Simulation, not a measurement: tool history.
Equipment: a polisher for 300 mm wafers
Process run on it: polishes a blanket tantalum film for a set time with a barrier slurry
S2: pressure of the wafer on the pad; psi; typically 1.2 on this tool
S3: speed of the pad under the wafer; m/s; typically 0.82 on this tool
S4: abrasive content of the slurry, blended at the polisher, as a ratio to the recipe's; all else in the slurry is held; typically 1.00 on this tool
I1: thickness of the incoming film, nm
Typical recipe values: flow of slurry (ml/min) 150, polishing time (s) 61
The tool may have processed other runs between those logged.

Run 1, hour 0.0: usual settings but S2 1.1 psi; I1 190.2. Result: film removed (Å) 532.
Run 2, hour 57.9: usual settings but S2 1.1 psi; I1 191.7. Result: film removed (Å) 523.
Run 3, hour 153.8: usual settings; I1 193.9. Result: film removed (Å) 566.
Run 4, hour 259.2: usual settings but polishing time (s) 52; I1 189.7. Result: film removed (Å) 483.
At hour 267.5: slurry blender recalibrated.
Run 5, hour 295.6: usual settings but polishing time (s) 52; I1 192.0. Result: film removed (Å) 474.
At hour 359.3: slurry nozzle cleaned.
At hour 385.9: worn pad replaced by a new one.
Run 6, hour 532.1: usual settings but polishing time (s) 52; I1 192.7. Result: film removed (Å) 494.
Run 7, hour 598.5: usual settings; I1 186.9. Result: film removed (Å) 573.
Run 8, hour 647.4: usual settings; I1 188.1. Result: film removed (Å) 567.
Run 9, hour 751.5: usual settings but flow of slurry (ml/min) 180; I1 187.7. Result: film removed (Å) 581.
At hour 835.8: head pressure recalibrated.
At hour 871.0: slurry blender recalibrated.
Run 10, hour 906.3: usual settings but flow of slurry (ml/min) 180; I1 185.7. Result: film removed (Å) 583.
At hour 916.7: slurry nozzle cleaned.
Run 11, hour 1000.0: usual settings but flow of slurry (ml/min) 180; I1 189.0. Result: film removed (Å) 577.
At hour 1026.0: worn pad replaced by a new one.
Run 12, hour 1108.6: usual settings but polishing time (s) 71; I1 193.1. Result: film removed (Å) 684.
Run 13, hour 1200.3: usual settings but flow of slurry (ml/min) 190, S2 1.1 psi, S3 0.68 m/s, polishing time (s) 76; I1 187.0. Result: film removed (Å) 561.
Run 14, hour 1267.3: usual settings but S2 0.8 psi; I1 185.9. Result: film removed (Å) 385.
Run 15, hour 1327.8: usual settings but flow of slurry (ml/min) 190, S2 1.1 psi, S3 0.68 m/s, polishing time (s) 76; I1 189.2. Result: film removed (Å) 562.
Run 16, hour 1386.3: usual settings but S2 0.9 psi, S3 0.64 m/s, polishing time (s) 53; I1 192.4. Result: film removed (Å) 288.
Run 17, hour 1438.7: usual settings but S3 1.00 m/s, polishing time (s) 44; I1 190.2. Result: film removed (Å) 497.
Run 18, hour 1503.4: usual settings but S4 1.15; I1 190.2. Result: film removed (Å) 585.
At hour 1535.6: slurry blender recalibrated.
Run 19, hour 1550.9: usual settings; I1 187.0. Result: film removed (Å) 561.
At hour 1601.6: slurry nozzle cleaned.
Run 20, hour 1647.6: usual settings but S2 0.9 psi, S3 1.00 m/s, polishing time (s) 45; I1 189.5. Result: film removed (Å) 378.
Run 21, hour 1725.4: usual settings; I1 190.6. Result: film removed (Å) 559.
At hour 1772.3: worn pad replaced by a new one.
At hour 1778.8: head pressure recalibrated.
Run 22, hour 1808.1: usual settings; I1 188.0. Result: film removed (Å) 586.
Run 23, hour 1897.0: usual settings but S4 0.75, polishing time (s) 41; I1 187.8. Result: film removed (Å) 358.
Run 24, hour 1967.8: usual settings but S4 0.75, polishing time (s) 78; I1 191.0. Result: film removed (Å) 678.
Run 25, hour 2070.1: usual settings but S4 1.25, polishing time (s) 77; I1 188.5. Result: film removed (Å) 755.
Run 26, hour 2168.8: usual settings; I1 193.6. Result: film removed (Å) 564.
Run 27, hour 2253.9: usual settings but flow of slurry (ml/min) 165, S2 1.5 psi; I1 186.9. Result: film removed (Å) 713.
At hour 2268.4: slurry nozzle cleaned.
At hour 2269.5: slurry blender recalibrated.
Run 28, hour 2350.3: usual settings but flow of slurry (ml/min) 130, polishing time (s) 41; I1 192.7. Result: film removed (Å) 369.
At hour 2482.5: worn pad replaced by a new one.
Run 29, hour 2653.0: usual settings; I1 190.3. Result: film removed (Å) 579.

Below, some changes in film removed (Å) between adjacent runs. For each, the amount present without the hidden state too (settings, incoming material, random variation) and the amount remaining for the hidden state with gauge scatter not shared by both compared results:
Hidden state at play: removal rate lost through wear of the pad, %; slurry flow missing at the pad, %; deviation of the head's pressure from its setpoint, %; abrasive missing from the slurry, %.
Run 11 -> 12: flow of slurry (ml/min) 180 -> 150, polishing time (s) 61 -> 71, worn pad replaced by a new one. film removed (Å) +107: hidden state +23, all else +84.
Run 21 -> 22: worn pad replaced by a new one, head pressure recalibrated. film removed (Å) +27: hidden state +27, all else +0.
Run 23 -> 24: polishing time (s) 41 -> 78. film removed (Å) +320: hidden state -18, all else +338.
Run 27 -> 28: flow of slurry (ml/min) 165 -> 130, S2 1.5 -> 1.2, polishing time (s) 61 -> 41, slurry nozzle cleaned, slurry blender recalibrated. film removed (Å) -344: hidden state +21, all else -365.

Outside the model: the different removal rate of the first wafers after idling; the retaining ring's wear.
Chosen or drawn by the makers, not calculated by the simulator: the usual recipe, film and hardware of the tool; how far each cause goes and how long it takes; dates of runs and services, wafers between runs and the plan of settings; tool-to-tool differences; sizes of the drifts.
